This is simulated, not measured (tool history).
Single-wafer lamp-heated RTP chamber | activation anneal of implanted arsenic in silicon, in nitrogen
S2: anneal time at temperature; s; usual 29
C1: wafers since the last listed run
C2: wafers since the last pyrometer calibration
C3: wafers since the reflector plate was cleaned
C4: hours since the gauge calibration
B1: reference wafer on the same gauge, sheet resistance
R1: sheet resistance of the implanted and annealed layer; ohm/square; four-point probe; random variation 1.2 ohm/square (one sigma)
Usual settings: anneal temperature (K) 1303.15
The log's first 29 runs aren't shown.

Run 30, hour 1894.8: usual settings; C1 481; C2 1372; C3 7308; C4 612.0; B1 571.62. Result: R1 491.46 ohm/square.
Run 31, hour 1963.8: usual settings but anneal temperature (K) 1281.15, S2 39 s; C1 698; C2 2070; C3 8007; C4 681.0; B1 571.00. Result: R1 494.40 ohm/square.
Run 32, hour 2000.4: usual settings but anneal temperature (K) 1313.15, S2 46 s; C1 370; C2 2441; C3 8377; C4 717.6; B1 570.88. Result: R1 487.14 ohm/square.
Run 33, hour 2050.5: usual settings; C1 507; C2 2948; C3 8885; C4 767.7; B1 570.69. Result: R1 491.71 ohm/square.
Run 34, hour 2102.9: usual settings but anneal temperature (K) 1327.15, S2 38 s; C1 530; C2 3478; C3 9415; C4 820.1; B1 570.26. Result: R1 483.53 ohm/square.
Run 35, hour 2138.8: usual settings; C1 363; C2 3842; C3 9779; C4 856.0; B1 570.11. Result: R1 492.41 ohm/square.
Run 36, hour 2196.8: usual settings; C1 587; C2 4429; C3 10366; C4 914.0; B1 569.25. Result: R1 491.24 ohm/square.
Run 37, hour 2238.0: usual settings but anneal temperature (K) 1287.15; C1 417; C2 4846; C3 10783; C4 955.2; B1 569.24. Result: R1 495.76 ohm/square.

Forecast each of these 4 alternatives for the next run:
Run A, hour 2238.4: usual settings; C1 4; C2 4850; C3 10787; C4 955.6; B1 ?. Result: R1 ?.
Run B, hour 2238.4: usual settings but S2 36 s; C1 4; C2 4850; C3 10787; C4 955.6; B1 ?. Result: R1 ?.
Run C, hour 2238.4: usual settings but anneal temperature (K) 1323.15, S2 18 s; C1 4; C2 4850; C3 10787; C4 955.6; B1 ?. Result: R1 ?.
Run D, hour 2238.4: usual settings but anneal temperature (K) 1325.15; C1 4; C2 4850; C3 10787; C4 955.6; B1 ?. Result: R1 ?.

run      B1      R1
  A  569.45  490.19
  B  569.45  488.22
  C  569.45  490.42
  D  569.45  485.15
Without the tool's hidden state the same runs would have given:
run      R1
  A  494.09
  B  492.11
  C  494.32
  D  489.01
